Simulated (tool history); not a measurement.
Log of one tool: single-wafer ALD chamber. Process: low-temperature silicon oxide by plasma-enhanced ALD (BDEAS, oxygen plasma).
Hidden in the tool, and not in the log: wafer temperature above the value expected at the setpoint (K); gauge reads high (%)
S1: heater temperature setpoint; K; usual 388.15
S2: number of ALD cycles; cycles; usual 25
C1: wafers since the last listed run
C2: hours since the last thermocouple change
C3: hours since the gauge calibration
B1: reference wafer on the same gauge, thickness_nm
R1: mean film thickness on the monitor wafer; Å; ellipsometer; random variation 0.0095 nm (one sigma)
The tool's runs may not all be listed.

{"run": 1, "hour": 0.0, "S1": 378.15, "S2": 25, "C1": 0, "C2": 770.3, "C3": 499.8, "B1": 3.679, "R1": 39.11}
{"run": 2, "hour": 29.7, "S1": 378.15, "S2": 25, "C1": 361, "C2": 800.0, "C3": 529.5, "B1": 3.677, "R1": 39.19}
{"run": 3, "hour": 71.0, "S1": 378.15, "S2": 25, "C1": 503, "C2": 841.3, "C3": 570.8, "B1": 3.681, "R1": 39.28}
{"run": 4, "hour": 101.7, "S1": 383.15, "S2": 25, "C1": 374, "C2": 872.0, "C3": 601.5, "B1": 3.682, "R1": 38.75}
{"run": 5, "hour": 132.7, "S1": 383.15, "S2": 25, "C1": 377, "C2": 903.0, "C3": 632.5, "B1": 3.68, "R1": 38.64}
{"run": 6, "hour": 193.3, "S1": 383.15, "S2": 25, "C1": 738, "C2": 963.6, "C3": 693.1, "B1": 3.681, "R1": 38.56}
{"run": 7, "hour": 234.1, "S1": 388.15, "S2": 25, "C1": 497, "C2": 1004.4, "C3": 733.9, "B1": 3.681, "R1": 38.53}
{"run": 8, "hour": 262.4, "S1": 388.15, "S2": 27, "C1": 344, "C2": 1032.7, "C3": 762.2, "B1": 3.679, "R1": 41.24}
{"run": 9, "hour": 302.7, "S1": 388.15, "S2": 27, "C1": 491, "C2": 1073.0, "C3": 802.5, "B1": 3.68, "R1": 41.27}
{"run": 10, "hour": 329.3, "S1": 388.15, "S2": 27, "C1": 324, "C2": 1099.6, "C3": 829.1, "B1": 3.68, "R1": 41.26}
{"run": 11, "hour": 378.3, "S1": 378.15, "S2": 25, "C1": 597, "C2": 1148.6, "C3": 878.1, "B1": 3.679, "R1": 39.15}
{"hour": 397.8, "done": "gauge calibrated"}
{"run": 12, "hour": 440.4, "S1": 388.15, "S2": 28, "C1": 756, "C2": 1210.7, "C3": 42.6, "B1": 3.679, "R1": 42.91}
{"run": 13, "hour": 470.9, "S1": 383.15, "S2": 28, "C1": 371, "C2": 1241.2, "C3": 73.1, "B1": 3.68, "R1": 43.22}
{"run": 14, "hour": 499.1, "S1": 378.15, "S2": 27, "C1": 343, "C2": 1269.4, "C3": 101.3, "B1": 3.679, "R1": 42.32}
{"hour": 520.6, "done": "thermocouple changed; heater temperature recalibrated"}
{"run": 15, "hour": 569.0, "S1": 402.15, "S2": 25, "C1": 754, "C2": 48.4, "C3": 171.2, "B1": 3.678, "R1": 36.77}
{"run": 16, "hour": 618.6, "S1": 388.15, "S2": 29, "C1": 604, "C2": 98.0, "C3": 220.8, "B1": 3.679, "R1": 44.1}
{"run": 17, "hour": 749.6, "S1": 400.15, "S2": 23, "C1": 1596, "C2": 229.0, "C3": 351.8, "B1": 3.681, "R1": 34.19}
{"run": 18, "hour": 793.0, "S1": 388.15, "S2": 25, "C1": 528, "C2": 272.4, "C3": 395.2, "B1": 3.679, "R1": 38.06}
{"run": 19, "hour": 855.9, "S1": 388.15, "S2": 25, "C1": 766, "C2": 335.3, "C3": 458.1, "B1": 3.681, "R1": 38.32}
{"run": 20, "hour": 890.8, "S1": 388.15, "S2": 25, "C1": 425, "C2": 370.2, "C3": 493.0, "B1": 3.678, "R1": 38.48}
{"run": 21, "hour": 917.4, "S1": 394.15, "S2": 27, "C1": 324, "C2": 396.8, "C3": 519.6, "B1": 3.681, "R1": 40.63}

Forecast each of these 5 alternatives for the next run:
{"run": "A", "hour": 917.8, "S1": 388.15, "S2": 24, "C1": 4, "C2": 397.2, "C3": 520.0, "B1": "?", "R1": "?"}
{"run": "B", "hour": 917.8, "S1": 381.15, "S2": 25, "C1": 4, "C2": 397.2, "C3": 520.0, "B1": "?", "R1": "?"}
{"run": "C", "hour": 917.8, "S1": 377.15, "S2": 30, "C1": 4, "C2": 397.2, "C3": 520.0, "B1": "?", "R1": "?"}
{"run": "D", "hour": 917.8, "S1": 378.15, "S2": 21, "C1": 4, "C2": 397.2, "C3": 520.0, "B1": "?", "R1": "?"}
{"run": "E", "hour": 917.8, "S1": 379.15, "S2": 23, "C1": 4, "C2": 397.2, "C3": 520.0, "B1": "?", "R1": "?"}

run=A B1=3.681 R1=36.69
run=B B1=3.681 R1=38.78
run=C B1=3.681 R1=47.12
run=D B1=3.681 R1=32.85
run=E B1=3.681 R1=35.83
Without the tool's hidden state the same runs would have given:
run=A R1=36.37
run=B R1=38.45
run=C R1=46.52
run=D R1=32.50
run=E R1=35.52
